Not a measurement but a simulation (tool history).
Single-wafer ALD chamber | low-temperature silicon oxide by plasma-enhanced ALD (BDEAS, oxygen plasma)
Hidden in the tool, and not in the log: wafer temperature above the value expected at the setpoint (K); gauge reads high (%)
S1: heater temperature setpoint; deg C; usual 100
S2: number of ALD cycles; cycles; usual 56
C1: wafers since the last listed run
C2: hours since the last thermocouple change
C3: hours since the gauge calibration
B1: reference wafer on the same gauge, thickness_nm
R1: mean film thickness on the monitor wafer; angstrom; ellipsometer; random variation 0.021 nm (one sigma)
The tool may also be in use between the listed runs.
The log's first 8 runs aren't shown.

run	hour	S1	S2	C1	C2	C3	B1	R1
9	104.9	100	56	76	1821.5	16.6	10.088	85.84
10	122.0	100	56	93	1838.6	33.7	10.082	85.56
11	128.2	100	56	33	1844.8	39.9	10.090	85.97
12	136.2	100	56	43	1852.8	47.9	10.087	85.84
13	152.6	100	56	89	1869.2	64.3	10.090	85.69
14	161.1	100	56	46	1877.7	72.8	10.078	85.79
15	176.6	100	56	84	1893.2	88.3	10.072	85.46
16	191.6	100	56	81	1908.2	103.3	10.070	85.69
17	207.6	100	56	87	1924.2	119.3	10.070	85.63
# hour 223.0: thermocouple changed; heater temperature recalibrated
18	223.5	100	56	43	0.5	135.2	10.057	85.89
19	227.3	100	56	20	4.3	139.0	10.054	85.43
20	237.3	112	46	54	14.3	149.0	10.049	68.22
21	253.0	112	59	85	30.0	164.7	10.039	87.93
22	264.7	108	46	63	41.7	176.4	10.033	69.02
23	275.1	100	56	56	52.1	186.8	10.029	85.36
24	286.4	108	49	61	63.4	198.1	10.018	73.23
25	297.6	104	50	61	74.6	209.3	10.008	75.04
# hour 303.5: gauge calibrated
26	310.0	92	56	67	87.0	6.5	10.100	88.69
27	323.7	90	63	74	100.7	20.2	10.104	100.46
28	341.0	100	45	94	118.0	37.5	10.099	69.02
29	355.2	109	48	77	132.2	51.7	10.100	72.17
30	364.3	100	56	49	141.3	60.8	10.095	85.97
31	377.2	109	48	70	154.2	73.7	10.089	72.11

The next listed run, before its measurement:
32	385.8	100	64	46	162.8	82.3	?	?

{"run 32": {"B1": 10.091, "R1": 97.99}}
Without the tool's hidden state the same run would have given R1 98.00 angstrom.

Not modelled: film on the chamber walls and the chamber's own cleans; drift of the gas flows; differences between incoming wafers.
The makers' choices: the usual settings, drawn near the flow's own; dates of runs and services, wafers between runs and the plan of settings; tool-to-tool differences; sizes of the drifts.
